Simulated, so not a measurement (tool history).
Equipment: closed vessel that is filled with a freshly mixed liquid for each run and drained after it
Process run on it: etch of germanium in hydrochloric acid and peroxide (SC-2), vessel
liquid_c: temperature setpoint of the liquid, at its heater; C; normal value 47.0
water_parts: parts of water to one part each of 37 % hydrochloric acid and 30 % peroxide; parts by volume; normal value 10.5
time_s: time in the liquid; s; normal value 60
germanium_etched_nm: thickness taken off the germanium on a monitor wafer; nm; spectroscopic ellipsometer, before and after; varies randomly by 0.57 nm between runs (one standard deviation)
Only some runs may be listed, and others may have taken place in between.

run   hour  liquid_c  water_parts  time_s  wafers since the last listed run  hours since the thermometer was replaced  hours since the chemicals flow meter was replaced  hours since the drum of peroxide was connected  hours since the gauge calibration  read-back film thickness of the germanium reference wafer, read on the same gauge (nm)  germanium_etched_nm
  1    0.0      39.0         10.5      60                                 0                                     673.3                                             2066.3                                           666.6                              342.4                                                                                  140.00                55.51
  2    9.9      47.0         10.5      60                              1376                                     683.2                                             2076.2                                           676.5                              352.3                                                                                  140.01                73.17
  3   19.7      47.0         10.5      60                              1362                                     693.0                                             2086.0                                           686.3                              362.1                                                                                  140.02                73.10
  4   33.1      47.0         10.5      50                              1863                                     706.4                                             2099.4                                           699.7                              375.5                                                                                  140.00                60.97
  5   48.2      47.0         10.5      50                              2099                                     721.5                                             2114.5                                           714.8                              390.6                                                                                  140.02                60.70
  6   55.0      47.0         10.5      50                               945                                     728.3                                             2121.3                                           721.6                              397.4                                                                                  140.02                60.41
  7   69.8      47.0         14.0      60                              2057                                     743.1                                             2136.1                                           736.4                              412.2                                                                                  139.99                69.49
  8   83.4      47.0         14.0      60                              1891                                     756.7                                             2149.7                                           750.0                              425.8                                                                                  139.99                70.62
  9   99.2      47.0         14.0      60                              2197                                     772.5                                             2165.5                                           765.8                              441.6                                                                                  140.01                70.76
 10  112.7      47.0          5.5      45                              1877                                     786.0                                             2179.0                                           779.3                              455.1                                                                                  140.00                56.81
     125.9  -- gauge calibrated
     128.9  -- new drum of peroxide connected
 11  129.4      42.0         14.0      90                              2183                                     802.7                                             2195.7                                             0.5                                3.5                                                                                  140.01                89.21
 12  164.5      37.5         10.5      60                              4880                                     837.8                                             2230.8                                            35.6                               38.6                                                                                  140.00                53.72
     175.3  -- chemicals flow meter replaced
 13  176.7      52.0          8.5      95                              1557                                     850.0                                                1.4                                            47.8                               50.8                                                                                  140.02               137.74
 14  194.0      54.5         10.5      60                              2405                                     867.3                                               18.7                                            65.1                               68.1                                                                                  139.98                91.66
 15  208.0      47.0         10.5      60                              1946                                     881.3                                               32.7                                            79.1                               82.1                                                                                  140.00                72.78
 16  216.7      47.0         10.5      60                              1209                                     890.0                                               41.4                                            87.8                               90.8                                                                                  140.00                71.59
 17  223.8      38.0         10.5      60                               987                                     897.1                                               48.5                                            94.9                               97.9                                                                                  140.00                54.22
     241.6  -- thermometer replaced
 18  242.1      47.0         10.5      60                              2405                                       0.5                                               66.8                                           113.2                              116.2                                                                                  140.02                76.41
 19  247.8      51.5          7.0      30                               792                                       6.2                                               72.5                                           118.9                              121.9                                                                                  139.99                45.21
 20  259.5      47.0         10.5      80                              1626                                      17.9                                               84.2                                           130.6                              133.6                                                                                  140.01               102.02
 21  276.4      38.0         10.5      45                              2350                                      34.8                                              101.1                                           147.5                              150.5                                                                                  139.99                42.51
 22  304.3      47.0         10.5      60                              3879                                      62.7                                              129.0                                           175.4                              178.4                                                                                  140.01                76.04
     317.5  -- thermometer replaced, repeated, since the last time left the tool worse
 23  318.3      47.0         12.5      45                              1807                                       0.8                                              143.0                                           189.4                              192.4                                                                                  139.99                49.96
 24  334.7      50.5          9.0      90                              2280                                      17.2                                              159.4                                           205.8                              208.8                                                                                  140.01               117.68
 25  350.1      47.0          6.0      60                              2141                                      32.6                                              174.8                                           221.2                              224.2                                                                                  140.01                71.43
 26  361.6      51.5          7.0      30                              1599                                      44.1                                              186.3                                           232.7                              235.7                                                                                  139.98                41.28
 27  372.8      52.5         10.5      75                              1557                                      55.3                                              197.5                                           243.9                              246.9                                                                                  139.98               103.58
 28  384.2      50.5          8.5      70                              1585                                      66.7                                              208.9                                           255.3                              258.3                                                                                  140.04                92.46
 29  394.7      41.5         14.5      80                              1460                                      77.2                                              219.4                                           265.8                              268.8                                                                                  139.98                74.95
 30  405.5      51.0         12.5      60                              1501                                      88.0                                              230.2                                           276.6                              279.6                                                                                  140.00                77.03

Branching from run 30: 4 alternative next runs. What would each branch give?
  A  406.2      47.0         10.5      75                                97                                      88.7                                              230.9                                           277.3                              280.3                                                                                       ?                    ?
  B  406.2      37.5         10.5      70                                97                                      88.7                                              230.9                                           277.3                              280.3                                                                                       ?                    ?
  C  406.2      56.0         12.5      60                                97                                      88.7                                              230.9                                           277.3                              280.3                                                                                       ?                    ?
  D  406.2      47.0         14.5      40                                97                                      88.7                                              230.9                                           277.3                              280.3                                                                                       ?                    ?

run  read-back film thickness of the germanium reference wafer, read on the same gauge (nm)  germanium_etched_nm
  A                                                                                  140.01                86.61
  B                                                                                  140.01                59.04
  C                                                                                  140.01                89.68
  D                                                                                  140.01                44.46
With the hidden condition removed and each run's random variation left untouched, the same runs would have given:
run  germanium_etched_nm
  A                85.98
  B                58.58
  C                89.06
  D                44.14
